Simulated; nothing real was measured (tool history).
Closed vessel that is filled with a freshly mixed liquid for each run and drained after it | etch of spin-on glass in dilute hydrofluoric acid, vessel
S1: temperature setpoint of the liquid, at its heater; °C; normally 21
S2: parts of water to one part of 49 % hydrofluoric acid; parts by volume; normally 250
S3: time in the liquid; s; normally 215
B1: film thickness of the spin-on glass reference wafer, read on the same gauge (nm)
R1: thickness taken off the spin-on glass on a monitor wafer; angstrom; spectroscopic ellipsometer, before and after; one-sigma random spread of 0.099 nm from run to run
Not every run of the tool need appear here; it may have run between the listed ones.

run,hour,S1,S2,S3,B1,R1
1,0,21,250,215,50.02,178.4
2,11.3,21,250,215,49.99,180.2
3,25.8,18.5,250,215,49.99,164
4,36.7,18.5,250,215,50.01,162.8
5,43.4,24.5,250,215,50,204
6,50,21,250,215,50.01,179
7,64,21,250,215,50.02,177.3
8,78.7,21,250,215,49.98,178.5
9,94.1,21,250,215,49.99,176.7
# hour 96.9: gauge calibrated
10,115.2,21,250,215,50,176.1
11,126.4,17,250,215,49.97,151.7
# hour 134.7: thermometer replaced
12,142.7,21,250,215,49.98,176.3
13,150.5,21,250,215,50,175.6
14,167.1,23,200,125,49.97,144.4
15,174,22.5,330,335,49.99,198.3
16,184.8,23,250,340,49.97,295.8
# hour 194.7: hydrofluoric acid flow meter replaced
17,195.5,18,250,305,50.01,243.6
18,212.9,21,205,215,49.98,243.9

Run 19, settings as shown, results not yet in. Your forecast:
19,227.9,23,375,300,?,?

{"run 19": {"B1": 49.98, "R1": 169.7}}
With the hidden condition absent and the run-to-run variation left alone, this run would have shown R1 175.5 angstrom.
